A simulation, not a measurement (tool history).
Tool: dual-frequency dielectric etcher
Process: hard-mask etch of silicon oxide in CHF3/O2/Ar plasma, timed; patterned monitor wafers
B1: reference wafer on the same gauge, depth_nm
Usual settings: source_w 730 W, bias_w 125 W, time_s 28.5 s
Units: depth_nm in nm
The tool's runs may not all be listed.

{"run": 1, "day": 0.0, "source_w": 730, "bias_w": 125, "time_s": 28.5, "B1": 65.9, "depth_nm": 60.7}
{"run": 2, "day": 2.379, "source_w": 730, "bias_w": 125, "time_s": 28.5, "B1": 65.8, "depth_nm": 62.1}
{"run": 3, "day": 3.417, "source_w": 730, "bias_w": 125, "time_s": 28.5, "B1": 65.7, "depth_nm": 61.6}
{"run": 4, "day": 5.838, "source_w": 730, "bias_w": 125, "time_s": 28.5, "B1": 65.7, "depth_nm": 61.7}
{"run": 5, "day": 7.742, "source_w": 730, "bias_w": 125, "time_s": 28.5, "B1": 65.7, "depth_nm": 62.5}
{"day": 9.038, "done": "upper electrode replaced"}
{"run": 6, "day": 9.425, "source_w": 730, "bias_w": 125, "time_s": 28.5, "B1": 65.8, "depth_nm": 62.6}
{"day": 9.804, "done": "source power generator calibrated"}
{"run": 7, "day": 11.675, "source_w": 730, "bias_w": 125, "time_s": 28.5, "B1": 65.8, "depth_nm": 62.7}
{"run": 8, "day": 12.696, "source_w": 790, "bias_w": 125, "time_s": 28.5, "B1": 65.6, "depth_nm": 64.9}
{"day": 13.804, "done": "bias power generator calibrated"}
{"day": 14.367, "done": "wet clean of the chamber"}
{"run": 9, "day": 15.354, "source_w": 580, "bias_w": 106, "time_s": 22, "B1": 65.8, "depth_nm": 38.8}
{"run": 10, "day": 17.0, "source_w": 730, "bias_w": 125, "time_s": 28.5, "B1": 65.7, "depth_nm": 60.1}
{"day": 17.975, "done": "gauge calibrated"}
{"run": 11, "day": 19.462, "source_w": 800, "bias_w": 125, "time_s": 20, "B1": 65.8, "depth_nm": 44.2}
{"run": 12, "day": 20.858, "source_w": 730, "bias_w": 147, "time_s": 28.5, "B1": 65.7, "depth_nm": 64.4}
{"run": 13, "day": 23.771, "source_w": 730, "bias_w": 125, "time_s": 34.5, "B1": 65.7, "depth_nm": 73.6}
{"run": 14, "day": 25.275, "source_w": 730, "bias_w": 125, "time_s": 28.5, "B1": 65.7, "depth_nm": 61.3}

Forecast each of these 5 alternatives for the next run:
{"run": "A", "day": 25.292, "source_w": 730, "bias_w": 103, "time_s": 28.5, "B1": "?", "depth_nm": "?"}
{"run": "B", "day": 25.292, "source_w": 660, "bias_w": 142, "time_s": 28.5, "B1": "?", "depth_nm": "?"}
{"run": "C", "day": 25.292, "source_w": 730, "bias_w": 154, "time_s": 21, "B1": "?", "depth_nm": "?"}
{"run": "D", "day": 25.292, "source_w": 550, "bias_w": 153, "time_s": 22.5, "B1": "?", "depth_nm": "?"}
{"run": "E", "day": 25.292, "source_w": 730, "bias_w": 134, "time_s": 28.5, "B1": "?", "depth_nm": "?"}

run=A B1=65.8 depth_nm=57.9
run=B B1=65.8 depth_nm=60.7
run=C B1=65.8 depth_nm=48.1
run=D B1=65.8 depth_nm=44.9
run=E B1=65.8 depth_nm=62.5
Without the tool's hidden state the same runs would have given:
run=A depth_nm=56.6
run=B depth_nm=59.2
run=C depth_nm=46.9
run=D depth_nm=43.8
run=E depth_nm=61.1
